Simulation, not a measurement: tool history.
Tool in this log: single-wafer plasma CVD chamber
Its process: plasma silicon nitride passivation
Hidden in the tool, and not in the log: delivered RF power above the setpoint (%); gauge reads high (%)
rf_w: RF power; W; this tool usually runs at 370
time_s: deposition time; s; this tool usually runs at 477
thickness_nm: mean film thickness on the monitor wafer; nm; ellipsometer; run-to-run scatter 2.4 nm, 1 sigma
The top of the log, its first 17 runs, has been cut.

run,hour,rf_w,time_s,wafers since the last listed run,hours since the last RF generator calibration,hours since the showerhead was replaced,hours since the gauge calibration,"read-back reference wafer on the same gauge, thickness_nm",thickness_nm
18,838.1,370,477,256,1290,2701.8,979.7,834.761,716.375
19,905.7,370,477,353,1357.6,2769.4,1047.3,835.777,716.059
20,963.6,370,477,302,1415.5,2827.3,1105.2,835.081,719.224
21,1020.3,430,414,296,1472.2,2884,1161.9,834.899,643.8
22,1052.3,350,436,167,1504.2,2916,1193.9,835.278,646.541
23,1094,400,415,217,1545.9,2957.7,1235.6,835.2,634.396
# hour 1114.5: gauge calibrated
# hour 1117.4: showerhead replaced
24,1161.9,330,441,312,1613.8,44.5,47.4,835.29,640.49
25,1195.5,410,506,175,1647.4,78.1,81,835.254,778.159
26,1259.9,420,568,336,1711.8,142.5,145.4,834.472,873.248
27,1378.1,370,411,617,1830,260.7,263.6,835.224,613.463
28,1445.2,370,477,350,1897.1,327.8,330.7,835.443,715.426
29,1487.6,300,404,221,1939.5,370.2,373.1,835.081,575.121
30,1517.3,370,477,155,1969.2,399.9,402.8,835,708.573
31,1569.3,370,477,271,2021.2,451.9,454.8,835.572,713.348
# hour 1632.3: RF generator calibrated
32,1632.8,315,569,289,0.5,515.4,518.3,834.854,834.623
33,1700.9,300,395,355,68.6,583.5,586.4,835.034,571
34,1768.7,330,544,354,136.4,651.3,654.2,834.213,804.102
35,1817.4,300,477,254,185.1,700,702.9,834.833,688.1
36,1852.3,370,477,182,220,734.9,737.8,835.135,717.962
37,1898.1,370,571,239,265.8,780.7,783.6,834.867,865.157
38,1930.5,370,477,169,298.2,813.1,816,835.148,721.064
39,1981,400,523,263,348.7,863.6,866.5,835.66,807.775
40,2041.9,370,418,318,409.6,924.5,927.4,835.473,629.653
41,2075.6,335,448,176,443.3,958.2,961.1,834.802,662.159

3 ways to go on from here, each from the tool as it stands after run 41. What would each give?
A,2076.1,370,417,2,443.8,958.7,961.6,?,?
B,2076.1,420,384,2,443.8,958.7,961.6,?,?
C,2076.1,420,395,2,443.8,958.7,961.6,?,?

run,"read-back reference wafer on the same gauge, thickness_nm",thickness_nm
A,835.306,629.05
B,835.306,596.533
C,835.306,613.621
Take away the tool's hidden state, keep each run's random variation, and the runs would have read:
run,thickness_nm
A,630.738
B,598.134
C,615.268
